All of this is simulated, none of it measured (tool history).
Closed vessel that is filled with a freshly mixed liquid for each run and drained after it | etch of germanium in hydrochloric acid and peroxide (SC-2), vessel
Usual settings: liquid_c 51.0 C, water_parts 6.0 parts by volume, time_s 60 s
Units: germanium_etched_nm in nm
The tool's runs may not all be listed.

run	hour	liquid_c	water_parts	time_s	wafers since the last listed run	hours since the thermometer was replaced	hours since the chemicals flow meter was replaced	hours since the drum of peroxide was connected	hours since the gauge calibration	read-back film thickness of the germanium reference wafer, read on the same gauge (nm)	germanium_etched_nm
1	0.0	51.0	6.0	60	0	47.3	1159.2	161.6	1691.9	120.01	104.51
2	65.1	45.0	6.0	60	7102	112.4	1224.3	226.7	1757.0	119.98	86.29
3	128.3	45.0	6.0	60	6895	175.6	1287.5	289.9	1820.2	119.99	86.85
4	209.7	51.0	6.0	60	8880	257.0	1368.9	371.3	1901.6	120.00	105.04
5	306.1	51.0	6.0	60	10517	353.4	1465.3	467.7	1998.0	119.99	104.67
6	400.1	51.0	6.0	60	10255	447.4	1559.3	561.7	2092.0	120.01	104.73
7	475.3	54.5	5.5	60	8204	522.6	1634.5	636.9	2167.2	119.99	117.22
8	734.6	54.5	5.5	60	28290	781.9	1893.8	896.2	2426.5	120.01	117.00
9	928.0	54.5	5.5	60	21100	975.3	2087.2	1089.6	2619.9	119.98	115.92
# hour 957.1: chemicals flow meter replaced
10	1011.8	51.0	6.0	50	9033	1059.1	54.7	1173.4	2703.7	120.01	85.89
11	1067.0	51.0	6.0	40	6022	1114.3	109.9	1228.6	2758.9	119.99	68.99
# hour 1127.7: new drum of peroxide connected
12	1164.1	51.0	4.0	60	10484	1211.4	207.0	36.4	2856.0	120.01	102.95
13	1254.9	51.0	4.0	30	9906	1302.2	297.8	127.2	2946.8	120.01	52.17
14	1297.0	43.5	4.0	85	4593	1344.3	339.9	169.3	2988.9	119.98	114.98
# hour 1394.5: gauge calibrated
# hour 1416.7: thermometer replaced
15	1450.2	58.5	6.0	60	16605	33.5	493.1	322.5	55.7	120.01	134.57
16	1519.8	51.0	6.0	75	7593	103.1	562.7	392.1	125.3	119.98	133.04
17	1627.8	60.5	6.0	60	11783	211.1	670.7	500.1	233.3	119.98	139.33
18	1695.1	41.5	7.0	80	7342	278.4	738.0	567.4	300.6	120.01	101.70
19	1802.3	46.0	6.0	40	11695	385.6	845.2	674.6	407.8	120.00	59.21
20	1959.1	60.5	6.0	80	17107	542.4	1002.0	831.4	564.6	119.99	186.90
21	2066.0	60.0	6.0	60	11663	649.3	1108.9	938.3	671.5	120.00	137.46
22	2150.8	51.0	6.0	90	9251	734.1	1193.7	1023.1	756.3	119.97	155.07
# hour 2230.5: new drum of peroxide connected
23	2236.8	51.0	8.0	80	9273	820.1	1279.7	6.3	842.3	119.99	135.60
24	2276.8	51.0	6.0	60	4364	860.1	1319.7	46.3	882.3	119.98	103.79
25	2319.3	51.0	4.0	45	4636	902.6	1362.2	88.8	924.8	120.00	78.72
26	2399.0	51.0	6.0	60	8695	982.3	1441.9	168.5	1004.5	119.99	103.23
27	2503.0	47.5	9.0	35	11346	1086.3	1545.9	272.5	1108.5	120.02	52.96
28	2609.4	56.0	4.0	60	11608	1192.7	1652.3	378.9	1214.9	120.01	121.26
29	2676.2	54.0	6.0	60	7288	1259.5	1719.1	445.7	1281.7	119.98	113.05
30	2733.1	47.0	7.5	85	6207	1316.4	1776.0	502.6	1338.6	120.01	127.09
31	2818.7	51.0	6.0	60	9339	1402.0	1861.6	588.2	1424.2	120.03	103.40

What the log doesn't show, run by run:
chemicals flow below the setpoint (%): 0 in every run
peroxide weaker than its label (%): 0 in every run
gauge reads high (%): 0 in every run
H1: liquid colder than its thermometer reads (K)
run	H1
1	0.155
2	0.201
3	0.245
4	0.302
5	0.369
6	0.434
7	0.487
8	0.667
9	0.802
10	0.86
11	0.899
12	0.967
13	1.03
14	1.06
15	0.0741
16	0.123
17	0.198
18	0.245
19	0.319
20	0.429
21	0.503
22	0.562
23	0.622
24	0.65
25	0.68
26	0.735
27	0.808
28	0.882
29	0.928
30	0.968
31	1.03

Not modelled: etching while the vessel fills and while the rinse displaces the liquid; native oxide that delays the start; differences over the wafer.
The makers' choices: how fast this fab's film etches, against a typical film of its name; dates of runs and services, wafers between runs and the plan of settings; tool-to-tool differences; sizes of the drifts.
